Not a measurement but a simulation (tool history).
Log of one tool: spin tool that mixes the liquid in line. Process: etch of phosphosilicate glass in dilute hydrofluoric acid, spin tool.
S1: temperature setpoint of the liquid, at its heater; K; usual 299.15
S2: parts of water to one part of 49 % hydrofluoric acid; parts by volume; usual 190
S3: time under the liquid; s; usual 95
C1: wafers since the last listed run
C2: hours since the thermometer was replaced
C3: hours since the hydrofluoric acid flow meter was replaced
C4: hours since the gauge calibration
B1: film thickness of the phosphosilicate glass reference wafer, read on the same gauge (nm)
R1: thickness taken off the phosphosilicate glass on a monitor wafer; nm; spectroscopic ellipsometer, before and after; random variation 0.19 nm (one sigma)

run     day      S1   S2   S3    C1      C2      C3      C4      B1     R1
  1       0  299.15  190   95     0  1736.8  1738.1  1787.4  116.31  30.32
  2   6.812  300.15  190   95  2054  1900.3  1901.6  1950.9  116.53  31.75
  3   8.271  300.15  190   95   439  1935.3  1936.6  1985.9  116.49  31.63
  4  10.096  300.15  190   95   550  1979.1  1980.4  2029.7  116.56   31.8
  5   11.25  299.15  230   55   347  2006.8  2008.1  2057.4  116.58  13.98
     13.238  -- hydrofluoric acid flow meter replaced
  6  14.129  299.15  230   55   855  2075.9    21.4  2126.5  116.61   13.9
  7  16.446  299.15  190   95   698  2131.5      77  2182.1  116.66  30.52
  8  18.292  299.15  190   95   556  2175.8   121.3  2226.4  116.75  30.41
  9  19.658  299.15  190   95   412  2208.6   154.1  2259.2  116.74  30.03
 10    26.3  299.15  160   95  2002    2368   313.5  2418.6  116.77  37.11
     27.304  -- thermometer replaced
 11  27.962  299.15  190   95   488    15.8   353.4  2458.5  116.87  30.26
     29.042  -- gauge calibrated
 12  30.558  301.15  115  150   782    78.1   415.7    36.4  110.46  89.26
 13  33.121  299.15  110   95   772   139.6   477.2    97.9  111.07  54.64
 14  34.408  299.15  115  115   388   170.5   508.1   128.8  111.31   62.4
 15   35.75  296.15  220   80   404   202.7   540.3     161  111.58   18.3
 16  37.583  299.15  190   95   552   246.7   584.3     205     112  28.82
 17  40.092  299.15  190  115   756   306.9   644.5   265.2  112.39  35.49
 18  42.038  299.15  190   95   586   353.6   691.2   311.9  112.69  29.11
 19   44.75  299.15  190   70   817   418.7   756.3     377  113.17  21.62
 20  48.667  299.15  135   95  1180   512.7   850.3     471  113.72  44.46
 21  50.325  295.65  165  140   500   552.5   890.1   510.8  113.97  45.08
 22  52.371  299.15  190   95   616   601.6   939.2   559.9  114.19  29.66
 23  54.588  299.15  145   95   668   654.8   992.4   613.1  114.46  41.16
 24  56.788  299.15  190   95   663   707.6  1045.2   665.9  114.72  29.81
 25  62.317  297.15  220   95  1667   840.3  1177.9   798.6  115.22  23.28
 26  64.088  299.15  190   95   533   882.8  1220.4   841.1  115.45  30.03
 27    65.4  296.65  190   95   395   914.3  1251.9   872.6   115.5  27.17
 28  67.842  299.15  255   95   736   972.9  1310.5   931.2  115.73  20.76
 29  75.875  304.15  190   95  2422  1165.7  1503.3    1124  116.26  36.45
 30  80.554  299.15  190  140  1410    1278  1615.6  1236.3  116.47  44.18
 31  81.771  299.15  190   95   366  1307.2  1644.8  1265.5  116.54  30.01
 32  82.929  299.15  190   95   349    1335  1672.6  1293.3  116.61  29.97
 33  84.921  299.15  135   60   600  1382.8  1720.4  1341.1   116.7  29.13

How the hidden state differs across the entries between the runs, from the last listed run before each to the first after it:
Between runs 5 and 6: hydrofluoric acid flow meter replaced (day 13.238)
  gauge reads high (%): 6.01 -> 6.06
  measured less the result without the state, R1: +0.79 -> +0.79 nm
Between runs 10 and 11: thermometer replaced (day 27.304)
  gauge reads high (%): 6.21 -> 6.23
  measured less the result without the state, R1: +2.18 -> +1.77 nm
Between runs 11 and 12: gauge calibrated (day 29.042)
  gauge reads high (%): 6.23 -> 0.42
  measured less the result without the state, R1: +1.77 -> +0.38 nm

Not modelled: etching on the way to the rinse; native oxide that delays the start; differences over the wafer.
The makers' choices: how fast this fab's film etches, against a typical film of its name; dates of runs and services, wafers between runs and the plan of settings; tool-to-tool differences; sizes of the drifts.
